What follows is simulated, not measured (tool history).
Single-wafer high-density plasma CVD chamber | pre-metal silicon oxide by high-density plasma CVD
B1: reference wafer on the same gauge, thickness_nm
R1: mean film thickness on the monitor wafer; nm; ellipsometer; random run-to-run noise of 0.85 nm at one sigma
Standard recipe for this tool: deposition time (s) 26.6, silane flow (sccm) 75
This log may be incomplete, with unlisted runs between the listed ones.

Run 1, hour 0.0: usual settings; B1 176.137. Result: R1 198.998 nm.
Run 2, hour 16.8: usual settings; B1 176.446. Result: R1 196.649 nm.
Run 3, hour 33.9: usual settings but deposition time (s) 29.6; B1 176.276. Result: R1 217.652 nm.
Run 4, hour 117.6: usual settings but deposition time (s) 29.6; B1 175.967. Result: R1 220.491 nm.
Run 5, hour 149.8: usual settings but deposition time (s) 29.6; B1 176.019. Result: R1 220.301 nm.
Run 6, hour 178.3: usual settings; B1 176.197. Result: R1 197.989 nm.
Run 7, hour 205.6: usual settings but silane flow (sccm) 64; B1 176.283. Result: R1 167.736 nm.
Run 8, hour 238.5: usual settings but silane flow (sccm) 64; B1 175.760. Result: R1 166.905 nm.
Run 9, hour 260.0: usual settings but deposition time (s) 23.3, silane flow (sccm) 86; B1 175.951. Result: R1 197.065 nm.
Run 10, hour 349.5: usual settings; B1 176.186. Result: R1 198.340 nm.
Run 11, hour 371.5: usual settings; B1 176.217. Result: R1 198.560 nm.
Run 12, hour 389.5: usual settings; B1 175.443. Result: R1 196.104 nm.
At hour 400.8: gauge calibrated.
Run 13, hour 411.5: usual settings; B1 176.069. Result: R1 198.122 nm.
Run 14, hour 433.5: usual settings; B1 175.923. Result: R1 197.453 nm.
Run 15, hour 464.7: usual settings; B1 176.119. Result: R1 197.708 nm.
Run 16, hour 499.9: usual settings; B1 176.105. Result: R1 199.324 nm.
At hour 518.5: silane flow controller replaced.
Run 17, hour 519.0: usual settings but deposition time (s) 23.8; B1 176.131. Result: R1 175.794 nm.
Run 18, hour 536.6: usual settings but deposition time (s) 23.8; B1 175.941. Result: R1 176.953 nm.
Run 19, hour 599.4: usual settings; B1 175.912. Result: R1 197.978 nm.
Run 20, hour 634.3: usual settings; B1 176.110. Result: R1 197.042 nm.
Run 21, hour 661.4: usual settings but deposition time (s) 21.3, silane flow (sccm) 62; B1 176.034. Result: R1 130.510 nm.
Run 22, hour 674.7: usual settings but deposition time (s) 24.5, silane flow (sccm) 79; B1 175.534. Result: R1 191.347 nm.
Run 23, hour 695.7: usual settings but deposition time (s) 23.4; B1 176.080. Result: R1 173.702 nm.
Run 24, hour 725.4: usual settings but silane flow (sccm) 61; B1 176.132. Result: R1 159.627 nm.
Run 25, hour 746.8: usual settings; B1 175.983. Result: R1 197.058 nm.
Run 26, hour 835.8: usual settings but deposition time (s) 22.6, silane flow (sccm) 63; B1 176.105. Result: R1 140.397 nm.
Run 27, hour 854.5: usual settings but deposition time (s) 31.9, silane flow (sccm) 82; B1 175.839. Result: R1 259.310 nm.
Run 28, hour 873.3: usual settings; B1 175.868. Result: R1 197.438 nm.
Run 29, hour 886.2: usual settings but deposition time (s) 31.8, silane flow (sccm) 80; B1 175.900. Result: R1 249.964 nm.
Run 30, hour 905.3: usual settings but deposition time (s) 24.8, silane flow (sccm) 83; B1 175.906. Result: R1 204.651 nm.
Run 31, hour 918.8: usual settings; B1 175.804. Result: R1 198.463 nm.
Run 32, hour 940.0: usual settings but deposition time (s) 30.6, silane flow (sccm) 64; B1 176.088. Result: R1 195.414 nm.
Run 33, hour 1019.4: usual settings; B1 175.957. Result: R1 197.679 nm.
Run 34, hour 1045.7: usual settings but deposition time (s) 30.6, silane flow (sccm) 84; B1 175.622. Result: R1 254.531 nm.
Run 35, hour 1070.0: usual settings but deposition time (s) 29.6, silane flow (sccm) 68; B1 175.954. Result: R1 199.294 nm.
Run 36, hour 1082.2: usual settings but deposition time (s) 30.3; B1 176.097. Result: R1 227.561 nm.

Hidden state, per run?
delivered silane flow above the setpoint (%): 0 on each run
gauge reads high (%): 0 on each run
